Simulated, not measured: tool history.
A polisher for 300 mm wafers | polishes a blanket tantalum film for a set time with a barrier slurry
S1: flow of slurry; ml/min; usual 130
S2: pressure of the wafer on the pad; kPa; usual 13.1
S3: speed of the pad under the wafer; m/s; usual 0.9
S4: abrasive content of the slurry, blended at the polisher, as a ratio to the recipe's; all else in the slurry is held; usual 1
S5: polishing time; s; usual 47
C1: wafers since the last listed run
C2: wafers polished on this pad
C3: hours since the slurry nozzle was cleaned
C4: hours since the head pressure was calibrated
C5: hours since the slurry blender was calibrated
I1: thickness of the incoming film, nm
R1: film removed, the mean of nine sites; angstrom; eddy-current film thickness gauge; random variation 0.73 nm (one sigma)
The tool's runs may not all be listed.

| run | hour | S1 | S2 | S3 | S4 | S5 | C1 | C2 | C3 | C4 | C5 | I1 | R1 |
|---|---|---|---|---|---|---|---|---|---|---|---|---|---|
| 1 | 0 | 130 | 13.1 | 0.9 | 1 | 47 | 0 | 1287 | 219.5 | 634 | 101.8 | 188 | 732 |
|  | 35.5 | slurry nozzle cleaned |
| 2 | 62.5 | 130 | 13.1 | 0.9 | 1.2 | 36 | 708 | 1996 | 27 | 696.5 | 164.3 | 188.8 | 613 |
| 3 | 110.2 | 130 | 13.1 | 0.9 | 1 | 47 | 549 | 2545 | 74.7 | 744.2 | 212 | 191.5 | 749 |
|  | 174.8 | worn pad replaced by a new one |
|  | 180.3 | slurry blender recalibrated |
| 4 | 192.2 | 130 | 13.1 | 0.9 | 1 | 47 | 875 | 177 | 156.7 | 826.2 | 11.9 | 189.5 | 739 |
| 5 | 262 | 130 | 13.1 | 0.9 | 1 | 47 | 804 | 982 | 226.5 | 896 | 81.7 | 189.8 | 721 |
| 6 | 351.3 | 130 | 13.1 | 0.9 | 1 | 44 | 1029 | 2011 | 315.8 | 985.3 | 171 | 189.7 | 645 |
|  | 358.3 | slurry nozzle cleaned |
|  | 408.8 | slurry blender recalibrated |
| 7 | 410.6 | 130 | 13.1 | 0.9 | 1 | 44 | 648 | 2660 | 52.3 | 1044.6 | 1.8 | 191.1 | 724 |
|  | 419.6 | worn pad replaced by a new one |
|  | 450.3 | head pressure recalibrated |
| 8 | 464.3 | 130 | 13.1 | 0.9 | 1 | 47 | 549 | 492 | 106 | 14 | 55.5 | 188.9 | 751 |
| 9 | 579 | 130 | 13.1 | 0.9 | 1 | 47 | 1321 | 1814 | 220.7 | 128.7 | 170.2 | 193 | 721 |
|  | 610 | slurry nozzle cleaned |
|  | 633 | slurry blender recalibrated |
| 10 | 679 | 130 | 14.5 | 1.02 | 1 | 35 | 1117 | 2931 | 69 | 228.7 | 46 | 188.6 | 705 |
|  | 689.3 | worn pad replaced by a new one, of another model than before |
| 11 | 718 | 130 | 13.1 | 0.9 | 0.9 | 47 | 403 | 330 | 108 | 267.7 | 85 | 192.2 | 728 |
| 12 | 765.3 | 130 | 16.5 | 1.02 | 1 | 47 | 545 | 875 | 155.3 | 315 | 132.3 | 191.1 | 915 |
| 13 | 818.9 | 130 | 15.9 | 0.9 | 1 | 47 | 617 | 1493 | 208.9 | 368.6 | 185.9 | 186.2 | 785 |
|  | 888.6 | slurry nozzle cleaned |
|  | 892.8 | slurry blender recalibrated |
| 14 | 893.3 | 95 | 13.1 | 0.9 | 1 | 47 | 822 | 2316 | 4.7 | 443 | 0.5 | 187.9 | 688 |
| 15 | 954.9 | 130 | 13.1 | 0.9 | 1 | 47 | 709 | 3026 | 66.3 | 504.6 | 62.1 | 190.3 | 748 |
|  | 971.2 | worn pad replaced by a new one |
| 16 | 1039.1 | 130 | 16.5 | 0.9 | 1 | 47 | 924 | 781 | 150.5 | 588.8 | 146.3 | 188.1 | 842 |
| 17 | 1097.9 | 130 | 13.1 | 0.9 | 1 | 47 | 677 | 1459 | 209.3 | 647.6 | 205.1 | 191.2 | 672 |
|  | 1139.7 | slurry blender recalibrated |
|  | 1153 | slurry nozzle cleaned |
| 18 | 1158.2 | 130 | 13.1 | 0.9 | 1 | 47 | 660 | 2120 | 5.2 | 707.9 | 18.5 | 190.2 | 760 |
|  | 1249.6 | worn pad replaced by a new one |
| 19 | 1256.7 | 130 | 13.1 | 0.9 | 1 | 47 | 1089 | 81 | 103.7 | 806.4 | 117 | 189.5 | 733 |

3 ways to go on from here, each from the tool as it stands after run 19. What would each give?
| A | 1257.1 | 130 | 13.1 | 0.9 | 1 | 47 | 4 | 86 | 104.1 | 806.8 | 117.4 | 194 | ? |
| B | 1257.1 | 130 | 13.1 | 0.8 | 1 | 39 | 4 | 86 | 104.1 | 806.8 | 117.4 | 194 | ? |
| C | 1257.1 | 130 | 15.9 | 0.68 | 1 | 47 | 4 | 86 | 104.1 | 806.8 | 117.4 | 194 | ? |

| run | R1 |
|---|---|
| A | 738 |
| B | 574 |
| C | 727 |
Without the tool's hidden state the same runs would have given:
| run | R1 |
|---|---|
| A | 787 |
| B | 612 |
| C | 776 |
